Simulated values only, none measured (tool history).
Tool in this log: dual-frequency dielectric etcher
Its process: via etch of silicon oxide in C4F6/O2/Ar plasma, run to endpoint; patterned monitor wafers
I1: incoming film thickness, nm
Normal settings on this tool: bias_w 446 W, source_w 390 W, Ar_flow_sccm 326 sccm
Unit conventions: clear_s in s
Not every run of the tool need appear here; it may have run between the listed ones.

Run 1, hour 0.0: usual settings; I1 155.9. Result: clear_s 34.7 s.
Run 2, hour 75.7: usual settings; I1 154.2. Result: clear_s 34.6 s.
Run 3, hour 118.5: usual settings; I1 155.1. Result: clear_s 35.1 s.
Run 4, hour 176.7: usual settings; I1 155.7. Result: clear_s 35.1 s.
At hour 271.5: wet clean of the chamber.
Run 5, hour 272.0: usual settings; I1 154.2. Result: clear_s 33.7 s.
At hour 323.0: bias power generator calibrated.
Run 6, hour 369.6: usual settings; I1 155.0. Result: clear_s 34.1 s.
Run 7, hour 465.0: usual settings; I1 155.8. Result: clear_s 34.7 s.
Run 8, hour 532.9: usual settings; I1 156.2. Result: clear_s 34.9 s.
Run 9, hour 835.3: usual settings; I1 155.5. Result: clear_s 35.5 s.
Run 10, hour 914.7: usual settings; I1 153.5. Result: clear_s 35.4 s.
At hour 961.7: source power generator calibrated.
At hour 965.0: wet clean of the chamber.
Run 11, hour 978.6: usual settings; I1 156.6. Result: clear_s 34.2 s.
Run 12, hour 1070.2: usual settings; I1 155.1. Result: clear_s 33.9 s.
Run 13, hour 1145.7: usual settings but bias_w 523 W, Ar_flow_sccm 281 sccm; I1 154.4. Result: clear_s 32.5 s.
Run 14, hour 1197.0: usual settings but Ar_flow_sccm 361 sccm; I1 155.2. Result: clear_s 34.9 s.
Run 15, hour 1241.6: usual settings but source_w 360 W, Ar_flow_sccm 372 sccm; I1 154.1. Result: clear_s 35.6 s.
At hour 1283.9: upper electrode replaced, of another model than before.
Run 16, hour 1311.5: usual settings but source_w 320 W, Ar_flow_sccm 274 sccm; I1 156.7. Result: clear_s 35.3 s.
Run 17, hour 1362.3: usual settings but bias_w 533 W; I1 156.7. Result: clear_s 34.2 s.
Run 18, hour 1464.8: usual settings but bias_w 399 W, source_w 360 W, Ar_flow_sccm 398 sccm; I1 153.9. Result: clear_s 36.7 s.
Run 19, hour 1561.0: usual settings but bias_w 504 W, source_w 300 W, Ar_flow_sccm 349 sccm; I1 155.0. Result: clear_s 36.7 s.
At hour 1576.2: Ar flow controller replaced.
At hour 1646.3: wet clean of the chamber.
Run 20, hour 1646.8: usual settings; I1 155.3. Result: clear_s 33.8 s.
Run 21, hour 1721.4: usual settings but bias_w 555 W, source_w 300 W, Ar_flow_sccm 365 sccm; I1 153.5. Result: clear_s 34.4 s.
Run 22, hour 1759.2: usual settings but bias_w 381 W, source_w 310 W, Ar_flow_sccm 392 sccm; I1 155.8. Result: clear_s 37.0 s.
Run 23, hour 1826.1: usual settings but bias_w 555 W, source_w 300 W, Ar_flow_sccm 365 sccm; I1 156.1. Result: clear_s 35.4 s.
Run 24, hour 1907.1: usual settings but bias_w 391 W, source_w 450 W, Ar_flow_sccm 297 sccm; I1 153.8. Result: clear_s 33.7 s.
Run 25, hour 1992.0: usual settings but Ar_flow_sccm 304 sccm; I1 155.4. Result: clear_s 34.5 s.
Run 26, hour 2076.9: usual settings; I1 156.6. Result: clear_s 35.5 s.
Run 27, hour 2165.5: usual settings but bias_w 415 W, source_w 350 W, Ar_flow_sccm 362 sccm; I1 155.4. Result: clear_s 36.7 s.
Run 28, hour 2224.1: usual settings; I1 153.8. Result: clear_s 35.2 s.

What the log doesn't show, run by run:
bias power that arrives over what is set, %: 0 at every run
source power that arrives over what is set, %: 0 at every run
Ar flow that arrives over what is set, %: 0 at every run
H1: etch rate over this chamber's usual, %
run      H1
  1   -2.65
  2   -3.25
  3   -3.59
  4   -4.05
  5  -0.397
  6   -1.17
  7   -1.93
  8   -2.47
  9   -4.88
 10   -5.51
 11   0.107
 12  -0.621
 13   -1.22
 14   -1.63
 15   -1.98
 16   -2.54
 17   -2.94
 18   -3.76
 19   -4.53
 20  -0.393
 21  -0.986
 22   -1.29
 23   -1.82
 24   -2.46
 25   -3.14
 26   -3.81
 27   -4.52
 28   -4.98
